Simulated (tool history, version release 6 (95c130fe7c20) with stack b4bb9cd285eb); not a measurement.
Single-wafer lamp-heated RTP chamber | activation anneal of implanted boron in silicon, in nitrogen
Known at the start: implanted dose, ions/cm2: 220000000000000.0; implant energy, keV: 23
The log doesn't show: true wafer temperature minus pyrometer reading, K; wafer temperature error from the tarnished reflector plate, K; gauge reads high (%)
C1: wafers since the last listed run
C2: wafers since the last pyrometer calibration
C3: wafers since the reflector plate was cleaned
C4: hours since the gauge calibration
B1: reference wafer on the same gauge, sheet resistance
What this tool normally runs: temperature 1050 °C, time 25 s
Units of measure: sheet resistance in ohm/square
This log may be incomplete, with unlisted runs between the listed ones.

run 1 hour=0.0 | temperature=1050 time=30 | C1=0 C2=2909 C3=1697 C4=3419.6 | B1=392.85 | sheet_resistance=429.67
run 2 hour=90.4 | temperature=1066 time=25 | C1=725 C2=3634 C3=2423 C4=3510.0 | B1=393.03 | sheet_resistance=427.86
run 3 hour=174.6 | temperature=1066 time=25 | C1=675 C2=4310 C3=3098 C4=3594.2 | B1=393.42 | sheet_resistance=429.95
run 4 hour=234.5 | temperature=1066 time=25 | C1=480 C2=4790 C3=3579 C4=3654.1 | B1=393.20 | sheet_resistance=429.29
run 5 hour=309.1 | temperature=1050 time=25 | C1=598 C2=5389 C3=4178 C4=3728.7 | B1=393.32 | sheet_resistance=429.80
run 6 hour=416.0 | temperature=1050 time=15 | C1=857 C2=6247 C3=5035 C4=3835.6 | B1=393.76 | sheet_resistance=432.10
-- hour=454.7 pyrometer window cleaned and pyrometer calibrated
run 7 hour=471.0 | temperature=1050 time=15 | C1=377 C2=131 C3=5413 C4=3890.6 | B1=393.39 | sheet_resistance=429.90
run 8 hour=507.3 | temperature=1041 time=15 | C1=291 C2=422 C3=5704 C4=3926.9 | B1=393.74 | sheet_resistance=430.93
run 9 hour=610.2 | temperature=1041 time=15 | C1=825 C2=1248 C3=6529 C4=4029.8 | B1=393.49 | sheet_resistance=432.17
run 10 hour=710.5 | temperature=1050 time=25 | C1=804 C2=2052 C3=7334 C4=4130.1 | B1=393.93 | sheet_resistance=431.11
-- hour=755.8 gauge calibrated
run 11 hour=812.9 | temperature=1050 time=25 | C1=821 C2=2874 C3=8156 C4=57.1 | B1=389.30 | sheet_resistance=425.32
-- hour=852.5 reflector plate cleaned
run 12 hour=866.7 | temperature=1050 time=25 | C1=367 C2=3242 C3=114 C4=110.9 | B1=389.44 | sheet_resistance=424.92
run 13 hour=910.7 | temperature=1071 time=25 | C1=353 C2=3595 C3=467 C4=154.9 | B1=389.45 | sheet_resistance=424.49
run 14 hour=997.6 | temperature=1050 time=25 | C1=697 C2=4292 C3=1164 C4=241.8 | B1=389.66 | sheet_resistance=426.36
run 15 hour=1047.3 | temperature=1064 time=38 | C1=398 C2=4691 C3=1563 C4=291.5 | B1=389.38 | sheet_resistance=424.64
run 16 hour=1128.1 | temperature=1025 time=32 | C1=648 C2=5339 C3=2211 C4=372.3 | B1=389.56 | sheet_resistance=426.76
run 17 hour=1202.9 | temperature=1050 time=25 | C1=600 C2=5939 C3=2811 C4=447.1 | B1=389.79 | sheet_resistance=426.74
-- hour=1213.7 pyrometer window cleaned and pyrometer calibrated
run 18 hour=1389.7 | temperature=1032 time=21 | C1=1434 C2=1412 C3=4246 C4=633.9 | B1=389.96 | sheet_resistance=426.99
run 19 hour=1623.0 | temperature=1029 time=38 | C1=1872 C2=3284 C3=6118 C4=867.2 | B1=390.41 | sheet_resistance=426.49

Run 20 has not been measured yet. What should we expect?
run 20 hour=1677.3 | temperature=1079 time=39 | C1=435 C2=3719 C3=6554 C4=921.5 | B1=? | sheet_resistance=?

{"run 20": {"B1": 390.5, "sheet resistance": 423.75}}
Were there no unlogged condition in the tool, this run, its random variation unchanged, would have produced sheet resistance 421.04 ohm/square.
